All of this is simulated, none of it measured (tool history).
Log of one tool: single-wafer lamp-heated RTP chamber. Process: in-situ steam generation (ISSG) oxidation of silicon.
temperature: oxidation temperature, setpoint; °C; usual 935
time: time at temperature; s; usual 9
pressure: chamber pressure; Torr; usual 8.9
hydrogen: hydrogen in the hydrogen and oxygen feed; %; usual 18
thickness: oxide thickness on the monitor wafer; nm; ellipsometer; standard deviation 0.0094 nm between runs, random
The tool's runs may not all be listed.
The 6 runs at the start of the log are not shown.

run    hour  temperature  time  pressure  hydrogen  wafers since the last listed run  wafers since the last pyrometer calibration  hours since the pressure gauge was zeroed  hours since the hydrogen flow controller was replaced  hours since the gauge calibration  read-back reference wafer on the same gauge, thickness  thickness
  7   353.5          935     9       8.9        18                               864                                         4087                                     3719.7                                                 2113.3                               1525                                                   2.623      3.142
  8   381.5          935     9       8.9        18                               369                                         4456                                     3747.7                                                 2141.3                               1553                                                   2.628       3.15
  9   411.5          935     7       8.9        18                               395                                         4852                                     3777.7                                                 2171.3                               1583                                                   2.627      2.906
      439.4  -- pyrometer window cleaned and pyrometer calibrated
 10   467.6          935     9       8.9        18                               633                                          371                                     3833.8                                                 2227.4                             1639.1                                                   2.631      3.167
 11   525.1          935     9       8.9        18                               757                                         1129                                     3891.3                                                 2284.9                             1696.6                                                   2.637      3.162
 12   572.8          935     9       8.9        18                               628                                         1757                                       3939                                                 2332.6                             1744.3                                                   2.645      3.171
      640.6  -- gauge calibrated
 13   698.8          935     9       8.4        24                              1660                                         3418                                       4065                                                 2458.6                               58.2                                                   2.546      3.319
 14   737.3          935     9       8.4        24                               507                                         3925                                     4103.5                                                 2497.1                               96.7                                                   2.548      3.319
 15   773.5          935     9       8.4        24                               477                                         4402                                     4139.7                                                 2533.3                              132.9                                                   2.542       3.31
 16   799.5          935     8       8.9        18                               342                                         4745                                     4165.7                                                 2559.3                              158.9                                                   2.549      2.945
      820.7  -- hydrogen flow controller replaced
      874.8  -- pyrometer window cleaned and pyrometer calibrated
 17   875.3          935     9       8.9        18                               788                                            6                                     4241.5                                                   54.6                              234.7                                                   2.546      3.065
      960.8  -- pressure gauge zeroed
 18  1055.4          952     9       8.3        18                              2268                                         2274                                       94.6                                                  234.7                              414.8                                                   2.551      3.197
 19  1092.6          935     9       8.9        18                               490                                         2764                                      131.8                                                  271.9                                452                                                   2.551      3.076
 20  1160.5          935    10       8.9        18                               894                                         3659                                      199.7                                                  339.8                              519.9                                                   2.549      3.191
 21  1195.4          935    12      10.1        23                               459                                         4119                                      234.6                                                  374.7                              554.8                                                   2.553      3.536
     1235.1  -- pyrometer window cleaned and pyrometer calibrated
 22  1250.5          946    11       8.9        11                               620                                          202                                      289.7                                                  429.8                              609.9                                                   2.556       3.03
 23  1307.4          927    11       8.9        21                               749                                          952                                      346.6                                                  486.7                              666.8                                                   2.558      3.361
 24  1334.5          935    12       7.5        24                               357                                         1309                                      373.7                                                  513.8                              693.9                                                   2.557      3.691
 25  1456.6          935    10       9.6        21                              1609                                         2919                                      495.8                                                  635.9                                816                                                   2.559      3.259
 26  1504.4          926     9       8.9        14                               629                                         3549                                      543.6                                                  683.7                              863.8                                                   2.562      2.853
     1649.2  -- pyrometer window cleaned and pyrometer calibrated
 27    1707          943     9         8        18                              2564                                          761                                      746.2                                                  886.3                             1066.4                                                   2.574      3.182
 28  1761.9          935     9       8.9        18                               723                                         1485                                      801.1                                                  941.2                             1121.3                                                   2.577      3.092
 29  1787.1          935     9      10.2        11                               332                                         1817                                      826.3                                                  966.4                             1146.5                                                    2.58      2.709
 30  1846.3          935     9       8.4        18                               780                                         2597                                      885.5                                                 1025.6                             1205.7                                                   2.585      3.118
 31  1901.3          935     9       8.9        18                               724                                         3322                                      940.5                                                 1080.6                             1260.7                                                   2.582        3.1

What if the next run were any one of these 3? Each begins from the tool's condition after run 31:
  A  1901.7          935     9       8.9        18                                 5                                         3327                                      940.9                                                   1081                             1261.1                                                       ?          ?
  B  1901.7          935     8       7.7        18                                 5                                         3327                                      940.9                                                   1081                             1261.1                                                       ?          ?
  C  1901.7          953     9       8.9        11                                 5                                         3327                                      940.9                                                   1081                             1261.1                                                       ?          ?

run  read-back reference wafer on the same gauge, thickness  thickness
  A                                                   2.586      3.125
  B                                                   2.586      3.015
  C                                                   2.586      2.889
Stripped of hidden state, with their random variation kept, the same runs would have yielded:
run  thickness
  A      3.081
  B      2.973
  C      2.849
